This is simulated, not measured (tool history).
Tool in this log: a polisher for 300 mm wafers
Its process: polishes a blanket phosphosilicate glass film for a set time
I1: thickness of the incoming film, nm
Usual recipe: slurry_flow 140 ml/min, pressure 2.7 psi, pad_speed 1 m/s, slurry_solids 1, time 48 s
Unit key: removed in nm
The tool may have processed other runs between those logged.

{"run": 1, "hour": 0.0, "slurry_flow": 140, "pressure": 2.7, "pad_speed": 1, "slurry_solids": 1, "time": 48, "I1": 3728.3, "removed": 323.9}
{"run": 2, "hour": 11.1, "slurry_flow": 140, "pressure": 2.7, "pad_speed": 1, "slurry_solids": 1, "time": 48, "I1": 3695, "removed": 324.2}
{"run": 3, "hour": 23.7, "slurry_flow": 140, "pressure": 2.7, "pad_speed": 1, "slurry_solids": 1, "time": 48, "I1": 3754.1, "removed": 326.7}
{"run": 4, "hour": 32.3, "slurry_flow": 140, "pressure": 2.7, "pad_speed": 1, "slurry_solids": 1, "time": 48, "I1": 3768.7, "removed": 321.1}
{"run": 5, "hour": 42.0, "slurry_flow": 140, "pressure": 2.7, "pad_speed": 1, "slurry_solids": 1, "time": 48, "I1": 3794.7, "removed": 325}
{"hour": 69.7, "done": "slurry blender recalibrated"}
{"run": 6, "hour": 80.0, "slurry_flow": 140, "pressure": 2.7, "pad_speed": 1, "slurry_solids": 1, "time": 48, "I1": 3735.8, "removed": 287.9}
{"run": 7, "hour": 88.0, "slurry_flow": 140, "pressure": 2.7, "pad_speed": 0.66, "slurry_solids": 1.1, "time": 54, "I1": 3776.1, "removed": 234.3}
{"hour": 97.4, "done": "worn pad replaced by a new one"}
{"run": 8, "hour": 97.9, "slurry_flow": 140, "pressure": 2.7, "pad_speed": 1, "slurry_solids": 0.8, "time": 32, "I1": 3691.5, "removed": 163.7}
{"run": 9, "hour": 108.1, "slurry_flow": 140, "pressure": 2.7, "pad_speed": 0.76, "slurry_solids": 1, "time": 48, "I1": 3814.1, "removed": 222.6}
{"hour": 110.4, "done": "head pressure recalibrated"}
{"run": 10, "hour": 115.6, "slurry_flow": 120, "pressure": 2.7, "pad_speed": 0.7, "slurry_solids": 1, "time": 48, "I1": 3727.5, "removed": 203.9}
{"run": 11, "hour": 132.9, "slurry_flow": 140, "pressure": 2.7, "pad_speed": 1.18, "slurry_solids": 1, "time": 42, "I1": 3809.4, "removed": 271.4}
{"run": 12, "hour": 140.3, "slurry_flow": 165, "pressure": 2.7, "pad_speed": 1.1, "slurry_solids": 0.85, "time": 48, "I1": 3722, "removed": 268.9}
{"hour": 152.9, "done": "slurry blender recalibrated, repeated, since the last time left the tool worse"}
{"run": 13, "hour": 155.0, "slurry_flow": 115, "pressure": 2.7, "pad_speed": 1, "slurry_solids": 1, "time": 33, "I1": 3738.7, "removed": 235.8}
{"hour": 159.5, "done": "slurry nozzle cleaned"}
{"run": 14, "hour": 164.6, "slurry_flow": 140, "pressure": 2.7, "pad_speed": 1, "slurry_solids": 1, "time": 48, "I1": 3783.3, "removed": 353.4}
{"run": 15, "hour": 182.2, "slurry_flow": 140, "pressure": 2.7, "pad_speed": 1.14, "slurry_solids": 1, "time": 48, "I1": 3724.8, "removed": 382.7}
{"run": 16, "hour": 191.2, "slurry_flow": 140, "pressure": 2.3, "pad_speed": 1.22, "slurry_solids": 0.7, "time": 48, "I1": 3812.3, "removed": 289.1}
{"hour": 206.1, "done": "worn pad replaced by a new one"}
{"run": 17, "hour": 206.6, "slurry_flow": 140, "pressure": 1.9, "pad_speed": 1, "slurry_solids": 1, "time": 34, "I1": 3772.4, "removed": 173}
{"run": 18, "hour": 217.8, "slurry_flow": 100, "pressure": 2.1, "pad_speed": 1, "slurry_solids": 0.85, "time": 61, "I1": 3782.8, "removed": 290.4}
{"run": 19, "hour": 230.2, "slurry_flow": 140, "pressure": 2.7, "pad_speed": 1, "slurry_solids": 1, "time": 48, "I1": 3718.2, "removed": 342.7}
{"hour": 236.7, "done": "conditioning disc replaced and pad reconditioned"}
{"run": 20, "hour": 243.9, "slurry_flow": 140, "pressure": 2.7, "pad_speed": 0.68, "slurry_solids": 1, "time": 48, "I1": 3820.2, "removed": 245.5}
{"run": 21, "hour": 251.2, "slurry_flow": 140, "pressure": 2.5, "pad_speed": 0.82, "slurry_solids": 1, "time": 48, "I1": 3747.7, "removed": 267}
{"run": 22, "hour": 265.0, "slurry_flow": 125, "pressure": 2.7, "pad_speed": 1, "slurry_solids": 1, "time": 48, "I1": 3716.6, "removed": 323.9}
{"run": 23, "hour": 297.9, "slurry_flow": 140, "pressure": 2.2, "pad_speed": 1, "slurry_solids": 1.1, "time": 37, "I1": 3791.1, "removed": 213}
{"hour": 316.6, "done": "worn pad replaced by a new one"}
{"run": 24, "hour": 317.1, "slurry_flow": 140, "pressure": 2.7, "pad_speed": 1, "slurry_solids": 1, "time": 48, "I1": 3736.5, "removed": 326.8}
{"run": 25, "hour": 332.7, "slurry_flow": 140, "pressure": 2.2, "pad_speed": 0.9, "slurry_solids": 1.1, "time": 48, "I1": 3770.2, "removed": 258.1}
{"run": 26, "hour": 350.3, "slurry_flow": 140, "pressure": 2.7, "pad_speed": 1, "slurry_solids": 1, "time": 48, "I1": 3699.1, "removed": 324.6}

Each row is a separate what-if for the run after 26, all from the same tool condition, not one after another. Results?
{"run": "A", "hour": 350.7, "slurry_flow": 140, "pressure": 2.7, "pad_speed": 1, "slurry_solids": 1, "time": 36, "I1": 3769, "removed": "?"}
{"run": "B", "hour": 350.7, "slurry_flow": 155, "pressure": 2.7, "pad_speed": 0.82, "slurry_solids": 1, "time": 62, "I1": 3769, "removed": "?"}
{"run": "C", "hour": 350.7, "slurry_flow": 140, "pressure": 2.7, "pad_speed": 1, "slurry_solids": 1, "time": 55, "I1": 3769, "removed": "?"}
{"run": "D", "hour": 350.7, "slurry_flow": 155, "pressure": 2.7, "pad_speed": 1, "slurry_solids": 1.2, "time": 42, "I1": 3769, "removed": "?"}

run=A removed=243.2
run=B removed=363.8
run=C removed=371.6
run=D removed=314
Without the tool's hidden state the same runs would have given:
run=A removed=270.3
run=B removed=404.3
run=C removed=413
run=D removed=345.8

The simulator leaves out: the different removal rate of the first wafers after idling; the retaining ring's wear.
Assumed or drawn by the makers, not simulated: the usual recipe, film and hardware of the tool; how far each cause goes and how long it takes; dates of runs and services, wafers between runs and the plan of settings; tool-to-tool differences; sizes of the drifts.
